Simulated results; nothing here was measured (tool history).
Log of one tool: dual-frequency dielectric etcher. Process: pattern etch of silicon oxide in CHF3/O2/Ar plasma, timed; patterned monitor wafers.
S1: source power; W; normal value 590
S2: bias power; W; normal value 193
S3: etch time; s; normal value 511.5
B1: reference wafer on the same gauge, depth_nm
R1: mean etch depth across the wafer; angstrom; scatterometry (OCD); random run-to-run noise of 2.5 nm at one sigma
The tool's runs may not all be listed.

run 1 hour=0.0 | S1=590 S2=193 S3=511.5 | B1=959.6 | R1=10910
run 2 hour=23.7 | S1=590 S2=193 S3=511.5 | B1=959.1 | R1=10895
run 3 hour=41.5 | S1=590 S2=193 S3=511.5 | B1=961.0 | R1=10938
run 4 hour=71.0 | S1=590 S2=193 S3=511.5 | B1=960.3 | R1=10902
run 5 hour=105.3 | S1=590 S2=193 S3=511.5 | B1=959.4 | R1=10878
run 6 hour=122.4 | S1=590 S2=193 S3=578.5 | B1=960.3 | R1=12296
-- hour=215.1 gauge calibrated
run 7 hour=229.9 | S1=510 S2=193 S3=511.5 | B1=959.7 | R1=10469
-- hour=274.7 wet clean of the chamber
-- hour=293.4 source power generator calibrated
run 8 hour=333.2 | S1=590 S2=193 S3=511.5 | B1=959.0 | R1=10687
run 9 hour=367.0 | S1=590 S2=193 S3=511.5 | B1=960.0 | R1=10689
-- hour=396.4 wet clean of the chamber, repeated, since the last time left the tool worse
run 10 hour=396.9 | S1=590 S2=193 S3=511.5 | B1=959.5 | R1=11027
run 11 hour=399.5 | S1=590 S2=193 S3=511.5 | B1=960.7 | R1=11054
run 12 hour=420.7 | S1=670 S2=193 S3=426.0 | B1=959.0 | R1=9548
run 13 hour=432.9 | S1=590 S2=166 S3=511.5 | B1=960.7 | R1=10441
-- hour=461.5 upper electrode replaced
run 14 hour=462.0 | S1=590 S2=193 S3=610.5 | B1=959.9 | R1=13181
run 15 hour=477.3 | S1=690 S2=193 S3=569.5 | B1=958.8 | R1=12845
run 16 hour=505.2 | S1=720 S2=193 S3=585.5 | B1=960.2 | R1=13354
-- hour=512.3 bias power generator calibrated
run 17 hour=549.6 | S1=590 S2=193 S3=511.5 | B1=959.8 | R1=10992
run 18 hour=573.8 | S1=680 S2=175 S3=580.0 | B1=959.9 | R1=12605
run 19 hour=586.5 | S1=530 S2=193 S3=511.5 | B1=960.7 | R1=10698
run 20 hour=599.6 | S1=530 S2=193 S3=511.5 | B1=959.9 | R1=10697
run 21 hour=625.1 | S1=670 S2=193 S3=622.5 | B1=959.2 | R1=13880
run 22 hour=657.8 | S1=590 S2=159 S3=578.5 | B1=959.4 | R1=11542
run 23 hour=690.5 | S1=590 S2=174 S3=590.0 | B1=959.3 | R1=12166

3 ways to go on from here, each from the tool as it stands after run 23. What would each give?
run A hour=691.1 | S1=590 S2=193 S3=511.5 | B1=? | R1=?
run B hour=691.1 | S1=590 S2=193 S3=460.0 | B1=? | R1=?
run C hour=691.1 | S1=590 S2=167 S3=460.5 | B1=? | R1=?

run=A B1=960.3 R1=10959
run=B B1=960.3 R1=9856
run=C B1=960.3 R1=9369
Without the tool's unlogged condition, the same runs would have read:
run=A R1=11029
run=B R1=9918
run=C R1=9429

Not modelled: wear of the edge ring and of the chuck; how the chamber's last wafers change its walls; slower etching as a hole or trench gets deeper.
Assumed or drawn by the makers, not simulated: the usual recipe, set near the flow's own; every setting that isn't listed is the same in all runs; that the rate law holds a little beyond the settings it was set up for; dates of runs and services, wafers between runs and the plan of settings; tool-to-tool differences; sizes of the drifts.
